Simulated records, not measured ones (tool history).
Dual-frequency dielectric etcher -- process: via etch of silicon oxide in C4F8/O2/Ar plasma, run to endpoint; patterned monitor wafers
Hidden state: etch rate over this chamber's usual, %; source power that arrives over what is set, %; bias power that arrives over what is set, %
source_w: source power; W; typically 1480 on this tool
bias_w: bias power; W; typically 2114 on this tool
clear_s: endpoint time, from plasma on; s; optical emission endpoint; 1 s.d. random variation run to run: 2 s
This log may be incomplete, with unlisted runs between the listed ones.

run   hour  source_w  bias_w  wafers since the last listed run  hours since the last wet clean  hours since the last source power generator calibration  hours since the last bias power generator calibration  hours since the last upper electrode change  incoming incoming film thickness, nm  clear_s
  1      0      1480    2114                                 0                           407.3                                                   2147.3                                                   3710                                       2424.6                                1488.7    336.8
  2   10.9      1480    2114                                66                           418.2                                                   2158.2                                                 3720.9                                       2435.5                                1494.1    338.4
  3   28.1      1480    2114                               105                           435.4                                                   2175.4                                                 3738.1                                       2452.7                                1499.9    343.2
  4   38.3      1480    2114                                62                           445.6                                                   2185.6                                                 3748.3                                       2462.9                                1483.3    337.2
  5   48.9      1480    2270                                64                           456.2                                                   2196.2                                                 3758.9                                       2473.5                                1483.6    327.4
  6   59.1      1480    2270                                62                           466.4                                                   2206.4                                                 3769.1                                       2483.7                                1496.2    329.5
  7   71.4      1480    2270                                75                           478.7                                                   2218.7                                                 3781.4                                         2496                                1490.3    333.5
  8   85.2      1480    2114                                84                           492.5                                                   2232.5                                                 3795.2                                       2509.8                                1481.6    334.4
  9   93.9      1480    2114                                53                           501.2                                                   2241.2                                                 3803.9                                       2518.5                                1499.1    339.5
 10  101.9      1480    2114                                49                           509.2                                                   2249.2                                                 3811.9                                       2526.5                                1480.6    338.8
     123.8  -- bias power generator calibrated
     129.3  -- upper electrode replaced
 11  129.8      1480    2114                               112                           537.1                                                   2277.1                                                      6                                          0.5                                  1492    342.9
       142  -- source power generator calibrated
     180.9  -- wet clean of the chamber
 12  181.4      1230    2114                               144                             0.5                                                     39.4                                                   57.6                                         52.1                                1483.7    343.6
 13  181.8      1230    2114                                 2                             0.9                                                     39.8                                                     58                                         52.5                                1497.7    348.4
 14  186.1      1480    1774                                26                             5.2                                                     44.1                                                   62.3                                         56.8                                1502.7    347.4
 15    204      1350    2114                               109                            23.1                                                       62                                                   80.2                                         74.7                                1501.4    339.5
 16  219.3      1480    1741                                93                            38.4                                                     77.3                                                   95.5                                           90                                  1489    348.9
 17  233.2      1480    1978                                85                            52.3                                                     91.2                                                  109.4                                        103.9                                1505.9    337.2
 18  246.7      1480    2577                                82                            65.8                                                    104.7                                                  122.9                                        117.4                                1493.6    309.7
 19  261.3      1480    2114                                89                            80.4                                                    119.3                                                  137.5                                          132                                1498.7    331.6
 20  275.9      1480    2114                                89                              95                                                    133.9                                                  152.1                                        146.6                                1491.1    323.7
 21  290.2      1130    2458                                87                           109.3                                                    148.2                                                  166.4                                        160.9                                1496.8    340.8
 22  303.7      1780    2486                                82                           122.8                                                    161.7                                                  179.9                                        174.4                                1499.8    294.3
 23  315.9      1480    2114                                74                             135                                                    173.9                                                  192.1                                        186.6                                1507.9    335.5
 24  327.8      1480    2114                                72                           146.9                                                    185.8                                                    204                                        198.5                                1500.4    328.3
 25    338      1580    2114                                62                           157.1                                                      196                                                  214.2                                        208.7                                  1496    326.6
 26  347.9      1480    2114                                60                             167                                                    205.9                                                  224.1                                        218.6                                1495.1    333.8
 27  356.1      1250    1736                                50                           175.2                                                    214.1                                                  232.3                                        226.8                                1496.5    372.3
 28  363.2      1810    1616                                43                           182.3                                                    221.2                                                  239.4                                        233.9                                  1493    338.6

4 options for the next run, each taken on its own from the tool as it stands now. Forecast them:
  A  363.7      1480    2511                                 3                           182.8                                                    221.7                                                  239.9                                        234.4                                  1499        ?
  B  363.7      1740    2114                                 3                           182.8                                                    221.7                                                  239.9                                        234.4                                  1499        ?
  C  363.7      1250    2631                                 3                           182.8                                                    221.7                                                  239.9                                        234.4                                  1499        ?
  D  363.7      1480    2629                                 3                           182.8                                                    221.7                                                  239.9                                        234.4                                  1499        ?

run  clear_s
  A      310
  B    311.8
  C    321.3
  D    305.1
What these runs would have given with no unlogged condition in the tool:
run  clear_s
  A      307
  B    308.8
  C    318.3
  D    302.3
